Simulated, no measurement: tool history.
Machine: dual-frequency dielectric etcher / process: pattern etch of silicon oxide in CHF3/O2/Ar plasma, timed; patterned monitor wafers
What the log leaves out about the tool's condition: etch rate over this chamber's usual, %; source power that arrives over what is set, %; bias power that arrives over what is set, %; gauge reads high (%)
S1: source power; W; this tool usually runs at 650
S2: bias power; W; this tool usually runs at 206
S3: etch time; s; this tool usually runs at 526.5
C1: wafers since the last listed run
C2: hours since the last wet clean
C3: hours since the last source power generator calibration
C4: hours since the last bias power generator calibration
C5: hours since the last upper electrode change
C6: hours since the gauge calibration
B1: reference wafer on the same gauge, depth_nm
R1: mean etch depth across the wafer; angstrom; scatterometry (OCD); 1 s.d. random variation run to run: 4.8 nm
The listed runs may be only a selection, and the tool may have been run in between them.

{"run": 1, "hour": 0.0, "S1": 530, "S2": 206, "S3": 526.5, "C1": 0, "C2": 223.2, "C3": 3380.1, "C4": 1978.9, "C5": 2311.1, "C6": 3465.9, "B1": 1139.4, "R1": 10249}
{"run": 2, "hour": 104.1, "S1": 530, "S2": 206, "S3": 526.5, "C1": 407, "C2": 327.3, "C3": 3484.2, "C4": 2083.0, "C5": 2415.2, "C6": 3570.0, "B1": 1139.5, "R1": 10337}
{"run": 3, "hour": 193.6, "S1": 650, "S2": 206, "S3": 526.5, "C1": 349, "C2": 416.8, "C3": 3573.7, "C4": 2172.5, "C5": 2504.7, "C6": 3659.5, "B1": 1141.4, "R1": 11320}
{"hour": 375.4, "done": "wet clean of the chamber"}
{"run": 4, "hour": 497.1, "S1": 650, "S2": 184, "S3": 526.5, "C1": 1092, "C2": 121.7, "C3": 3877.2, "C4": 2476.0, "C5": 2808.2, "C6": 3963.0, "B1": 1141.0, "R1": 10774}
{"hour": 564.2, "done": "bias power generator calibrated"}
{"run": 5, "hour": 575.0, "S1": 650, "S2": 184, "S3": 526.5, "C1": 288, "C2": 199.6, "C3": 3955.1, "C4": 10.8, "C5": 2886.1, "C6": 4040.9, "B1": 1140.4, "R1": 11117}
{"hour": 589.6, "done": "gauge calibrated"}
{"run": 6, "hour": 626.3, "S1": 650, "S2": 184, "S3": 526.5, "C1": 200, "C2": 250.9, "C3": 4006.4, "C4": 62.1, "C5": 2937.4, "C6": 36.7, "B1": 1139.1, "R1": 11137}
{"run": 7, "hour": 724.6, "S1": 650, "S2": 206, "S3": 526.5, "C1": 384, "C2": 349.2, "C3": 4104.7, "C4": 160.4, "C5": 3035.7, "C6": 135.0, "B1": 1140.9, "R1": 11656}
{"run": 8, "hour": 808.5, "S1": 650, "S2": 183, "S3": 526.5, "C1": 328, "C2": 433.1, "C3": 4188.6, "C4": 244.3, "C5": 3119.6, "C6": 218.9, "B1": 1139.9, "R1": 11054}
{"run": 9, "hour": 874.4, "S1": 650, "S2": 183, "S3": 526.5, "C1": 257, "C2": 499.0, "C3": 4254.5, "C4": 310.2, "C5": 3185.5, "C6": 284.8, "B1": 1141.0, "R1": 11004}
{"run": 10, "hour": 931.1, "S1": 650, "S2": 206, "S3": 526.5, "C1": 221, "C2": 555.7, "C3": 4311.2, "C4": 366.9, "C5": 3242.2, "C6": 341.5, "B1": 1140.2, "R1": 11535}
{"run": 11, "hour": 996.7, "S1": 650, "S2": 206, "S3": 526.5, "C1": 256, "C2": 621.3, "C3": 4376.8, "C4": 432.5, "C5": 3307.8, "C6": 407.1, "B1": 1141.3, "R1": 11595}
{"hour": 1042.5, "done": "source power generator calibrated"}
{"hour": 1065.9, "done": "wet clean of the chamber"}
{"run": 12, "hour": 1082.8, "S1": 650, "S2": 206, "S3": 406.5, "C1": 229, "C2": 16.9, "C3": 40.3, "C4": 518.6, "C5": 3393.9, "C6": 493.2, "B1": 1139.4, "R1": 8883}
{"run": 13, "hour": 1143.3, "S1": 650, "S2": 206, "S3": 526.5, "C1": 236, "C2": 77.4, "C3": 100.8, "C4": 579.1, "C5": 3454.4, "C6": 553.7, "B1": 1139.2, "R1": 11558}
{"run": 14, "hour": 1211.5, "S1": 590, "S2": 237, "S3": 526.5, "C1": 266, "C2": 145.6, "C3": 169.0, "C4": 647.3, "C5": 3522.6, "C6": 621.9, "B1": 1139.4, "R1": 11656}
{"run": 15, "hour": 1318.9, "S1": 710, "S2": 254, "S3": 526.5, "C1": 419, "C2": 253.0, "C3": 276.4, "C4": 754.7, "C5": 3630.0, "C6": 729.3, "B1": 1140.2, "R1": 13175}
{"hour": 1360.1, "done": "upper electrode replaced"}
{"run": 16, "hour": 1376.1, "S1": 650, "S2": 206, "S3": 388.0, "C1": 129, "C2": 310.2, "C3": 333.6, "C4": 811.9, "C5": 16.0, "C6": 786.5, "B1": 1141.6, "R1": 8509}
{"run": 17, "hour": 1414.8, "S1": 800, "S2": 255, "S3": 578.0, "C1": 151, "C2": 348.9, "C3": 372.3, "C4": 850.6, "C5": 54.7, "C6": 825.2, "B1": 1140.0, "R1": 15080}
{"run": 18, "hour": 1512.4, "S1": 650, "S2": 206, "S3": 526.5, "C1": 381, "C2": 446.5, "C3": 469.9, "C4": 948.2, "C5": 152.3, "C6": 922.8, "B1": 1140.0, "R1": 11473}
{"run": 19, "hour": 1587.6, "S1": 650, "S2": 206, "S3": 526.5, "C1": 294, "C2": 521.7, "C3": 545.1, "C4": 1023.4, "C5": 227.5, "C6": 998.0, "B1": 1139.2, "R1": 11545}
{"hour": 1630.4, "done": "wet clean of the chamber"}
{"run": 20, "hour": 1643.4, "S1": 590, "S2": 180, "S3": 432.0, "C1": 124, "C2": 13.0, "C3": 600.9, "C4": 1079.2, "C5": 283.3, "C6": 1053.8, "B1": 1140.0, "R1": 8518}
{"run": 21, "hour": 1742.1, "S1": 740, "S2": 187, "S3": 478.5, "C1": 385, "C2": 111.7, "C3": 699.6, "C4": 1177.9, "C5": 382.0, "C6": 1152.5, "B1": 1140.9, "R1": 10622}
{"run": 22, "hour": 1792.7, "S1": 550, "S2": 186, "S3": 526.5, "C1": 197, "C2": 162.3, "C3": 750.2, "C4": 1228.5, "C5": 432.6, "C6": 1203.1, "B1": 1139.7, "R1": 10155}
{"run": 23, "hour": 2106.8, "S1": 650, "S2": 206, "S3": 372.0, "C1": 1228, "C2": 476.4, "C3": 1064.3, "C4": 1542.6, "C5": 746.7, "C6": 1517.2, "B1": 1139.4, "R1": 8112}
{"hour": 2167.5, "done": "wet clean of the chamber"}
{"run": 24, "hour": 2168.0, "S1": 770, "S2": 238, "S3": 446.5, "C1": 145, "C2": 0.5, "C3": 1125.5, "C4": 1603.8, "C5": 807.9, "C6": 1578.4, "B1": 1140.5, "R1": 11164}
{"run": 25, "hour": 2213.8, "S1": 550, "S2": 206, "S3": 421.5, "C1": 179, "C2": 46.3, "C3": 1171.3, "C4": 1649.6, "C5": 853.7, "C6": 1624.2, "B1": 1140.8, "R1": 8508}
{"run": 26, "hour": 2294.2, "S1": 650, "S2": 180, "S3": 421.0, "C1": 314, "C2": 126.7, "C3": 1251.7, "C4": 1730.0, "C5": 934.1, "C6": 1704.6, "B1": 1139.7, "R1": 8673}
{"run": 27, "hour": 2475.5, "S1": 650, "S2": 206, "S3": 441.5, "C1": 708, "C2": 308.0, "C3": 1433.0, "C4": 1911.3, "C5": 1115.4, "C6": 1885.9, "B1": 1141.0, "R1": 9542}
{"run": 28, "hour": 2571.8, "S1": 790, "S2": 168, "S3": 526.5, "C1": 376, "C2": 404.3, "C3": 1529.3, "C4": 2007.6, "C5": 1211.7, "C6": 1982.2, "B1": 1141.1, "R1": 11427}
{"run": 29, "hour": 2624.5, "S1": 650, "S2": 206, "S3": 526.5, "C1": 206, "C2": 457.0, "C3": 1582.0, "C4": 2060.3, "C5": 1264.4, "C6": 2034.9, "B1": 1139.4, "R1": 11422}

Predict each of these 4 candidate next runs independently; none follows another, all start after run 29:
{"run": "A", "hour": 2625.1, "S1": 650, "S2": 206, "S3": 526.5, "C1": 2, "C2": 457.6, "C3": 1582.6, "C4": 2060.9, "C5": 1265.0, "C6": 2035.5, "B1": "?", "R1": "?"}
{"run": "B", "hour": 2625.1, "S1": 650, "S2": 225, "S3": 526.5, "C1": 2, "C2": 457.6, "C3": 1582.6, "C4": 2060.9, "C5": 1265.0, "C6": 2035.5, "B1": "?", "R1": "?"}
{"run": "C", "hour": 2625.1, "S1": 650, "S2": 246, "S3": 463.5, "C1": 2, "C2": 457.6, "C3": 1582.6, "C4": 2060.9, "C5": 1265.0, "C6": 2035.5, "B1": "?", "R1": "?"}
{"run": "D", "hour": 2625.1, "S1": 550, "S2": 166, "S3": 482.5, "C1": 2, "C2": 457.6, "C3": 1582.6, "C4": 2060.9, "C5": 1265.0, "C6": 2035.5, "B1": "?", "R1": "?"}

run=A B1=1139.8 R1=11374
run=B B1=1139.8 R1=11811
run=C B1=1139.8 R1=10802
run=D B1=1139.8 R1=8791
What these runs would have given with no unlogged condition in the tool:
run=A R1=11576
run=B R1=12025
run=C R1=11002
run=D R1=8940
